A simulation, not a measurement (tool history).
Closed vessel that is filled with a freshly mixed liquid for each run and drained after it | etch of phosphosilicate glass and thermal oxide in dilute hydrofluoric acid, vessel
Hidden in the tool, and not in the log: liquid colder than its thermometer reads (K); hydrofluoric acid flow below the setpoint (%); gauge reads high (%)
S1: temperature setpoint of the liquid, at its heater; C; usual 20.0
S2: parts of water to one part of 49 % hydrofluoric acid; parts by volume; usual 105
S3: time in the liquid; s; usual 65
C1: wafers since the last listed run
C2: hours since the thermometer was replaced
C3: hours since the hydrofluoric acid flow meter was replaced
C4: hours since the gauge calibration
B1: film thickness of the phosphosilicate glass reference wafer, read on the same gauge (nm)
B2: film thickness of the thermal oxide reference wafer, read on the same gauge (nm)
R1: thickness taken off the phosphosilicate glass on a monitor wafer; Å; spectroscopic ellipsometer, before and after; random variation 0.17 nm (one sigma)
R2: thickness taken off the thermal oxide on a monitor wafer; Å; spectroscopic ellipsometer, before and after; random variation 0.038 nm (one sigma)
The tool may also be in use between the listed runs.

run,hour,S1,S2,S3,C1,C2,C3,C4,B1,B2,R1,R2
1,0.0,20.0,70,65,0,1647.4,489.5,4.9,119.99,139.997,560.2,32.79
2,9.9,20.0,70,65,977,1657.3,499.4,14.8,120.00,140.022,562.2,33.93
3,16.4,20.0,70,65,641,1663.8,505.9,21.3,120.00,139.998,564.4,33.71
4,31.2,20.0,105,65,1461,1678.6,520.7,36.1,119.98,140.009,357.4,21.79
5,41.0,20.0,105,65,967,1688.4,530.5,45.9,120.00,140.001,358.2,21.09
6,49.4,20.0,105,65,829,1696.8,538.9,54.3,120.02,139.981,357.3,21.40
7,62.6,20.0,105,65,1303,1710.0,552.1,67.5,120.02,139.988,357.7,20.56
# hour 74.2: hydrofluoric acid flow meter replaced
8,76.8,20.0,105,65,1303,1724.2,2.6,81.7,120.01,139.998,390.1,23.64
9,84.0,17.0,145,35,710,1731.4,9.8,88.9,120.04,139.985,130.4,7.83
# hour 85.4: gauge calibrated
10,92.2,20.0,105,85,809,1739.6,18.0,6.8,119.99,139.998,511.6,30.97
11,108.5,20.0,105,65,1609,1755.9,34.3,23.1,120.00,140.007,392.1,23.63
# hour 119.1: thermometer replaced
12,126.3,20.0,120,65,1658,7.2,52.1,40.9,119.99,140.018,332.3,19.77
13,132.9,24.0,105,65,651,13.8,58.7,47.5,119.99,139.994,456.8,27.84
14,147.6,23.5,75,65,1451,28.5,73.4,62.2,119.95,140.002,646.3,38.16
15,163.6,20.0,105,65,1579,44.5,89.4,78.2,120.00,139.995,385.2,23.84
16,174.4,22.5,150,65,1066,55.3,100.2,89.0,119.99,140.012,283.9,16.96
# hour 177.4: gauge calibrated
17,189.5,20.0,105,65,1490,70.4,115.3,12.1,120.01,139.995,386.9,22.70

5 ways to go on from here, each from the tool as it stands after run 17. What would each give?
A,190.2,20.0,105,65,69,71.1,116.0,12.8,?,?,?,?
B,190.2,22.0,105,90,69,71.1,116.0,12.8,?,?,?,?
C,190.2,23.5,85,65,69,71.1,116.0,12.8,?,?,?,?
D,190.2,20.0,120,105,69,71.1,116.0,12.8,?,?,?,?
E,190.2,20.0,105,30,69,71.1,116.0,12.8,?,?,?,?

run,B1,B2,R1,R2
A,120.03,140.001,385.1,22.23
B,120.03,140.001,578.2,33.37
C,120.03,140.001,561.6,32.42
D,120.03,140.001,535.2,30.89
E,120.03,140.001,177.7,10.26
Without the tool's hidden state the same runs would have given:
run,R1,R2
A,402.9,23.26
B,605.0,34.92
C,587.2,33.90
D,560.2,32.34
E,185.9,10.73
